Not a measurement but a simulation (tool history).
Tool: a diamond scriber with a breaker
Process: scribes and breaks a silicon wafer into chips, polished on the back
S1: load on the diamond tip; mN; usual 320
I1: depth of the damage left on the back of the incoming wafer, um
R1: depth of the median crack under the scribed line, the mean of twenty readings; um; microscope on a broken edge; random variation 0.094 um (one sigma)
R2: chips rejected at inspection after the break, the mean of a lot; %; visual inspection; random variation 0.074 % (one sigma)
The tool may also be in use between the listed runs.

run	hour	S1	I1	R1	R2
1	0	353	0.04	8.89	2.54
2	16.3	320	0.03	8.34	3.4
3	31.6	320	0.05	8.46	3.54
4	40.2	320	0.02	8.27	3.62
5	52	320	0.04	8.42	3.58
6	68	366	0.02	8.78	2.58
7	74.4	366	0.03	8.94	2.8
8	83	366	0.01	8.71	2.56
9	96.5	320	0.03	8.25	4.39
10	105.6	320	0.05	8.16	4.22
11	112.8	320	0.04	8.33	4.5
12	122.4	320	0.02	8.25	4.39
# hour 132: diamond tip replaced by a new one
13	138.8	287	0.03	9.2	2.26
14	147.9	287	0.04	9	2.23
# hour 158: load on the tip recalibrated
15	164.7	345	0.05	9.65	2.18
16	171	345	0.02	9.71	2.14
17	179.7	244	0.02	8.52	3.85
18	195.6	244	0.01	8.28	3.82
19	209.2	320	0.02	9.41	2.1
20	218	320	0.04	9.34	2.14
21	231.1	320	0.03	9.21	2.13
22	242.8	289	0.01	8.88	2.6
23	253.4	320	0.03	9.09	2.16
24	259.6	247	0.03	8.14	3.94
25	273.5	273	0.04	8.54	3.38
26	279.8	268	0.04	8.34	3.67
27	287.2	239	0.03	8.19	4.92
28	296.9	320	0.03	9.18	2.07
29	304.1	408	0.03	10.06	2.4
30	310.7	358	0.05	9.68	2.04
31	318.7	251	0.01	8.19	4.52
32	329.8	284	0.02	8.62	3.19
33	336.8	376	0.02	9.68	2.1
34	344.9	320	0.01	9.11	2.26
35	359.9	320	0.04	8.92	2.26
36	372	370	0.05	9.44	1.89
37	388.2	291	0.01	8.35	3.26
38	404.3	275	0.02	8.3	4.06
39	418.5	407	0.03	10.06	2.2
40	434.6	320	0.04	8.76	2.86
41	443.8	320	0.04	8.7	2.78

The same runs without the tool's hidden state, with the same run-to-run variation:
The hidden state here: share of the diamond tip's cutting effectiveness lost through wear, %; deviation of the load on the tip from its setpoint, %.
run	R1	R2
1	9.97	2.19
2	9.39	1.91
3	9.56	1.92
4	9.38	1.93
5	9.58	1.87
6	10.03	2.36
7	10.24	2.54
8	10	2.27
9	9.51	2.08
10	9.43	1.96
11	9.64	2.06
12	9.58	1.97
13	9.22	2.22
14	9.04	2.17
15	9.74	2.24
16	9.81	2.2
17	8.63	3.51
18	8.42	3.38
19	9.6	2.05
20	9.55	2.09
21	9.44	2.05
22	9.13	2.24
23	9.38	2.05
24	8.41	3.11
25	8.85	2.66
26	8.66	2.83
27	8.51	3.69
28	9.57	1.88
29	10.51	3.21
30	10.13	2.31
31	8.58	3.2
32	9.06	2.33
33	10.19	2.64
34	9.61	1.94
35	9.45	1.9
36	10.03	2.32
37	8.91	2.2
38	8.9	2.51
39	10.82	3.39
40	9.47	2.14
41	9.43	2.05
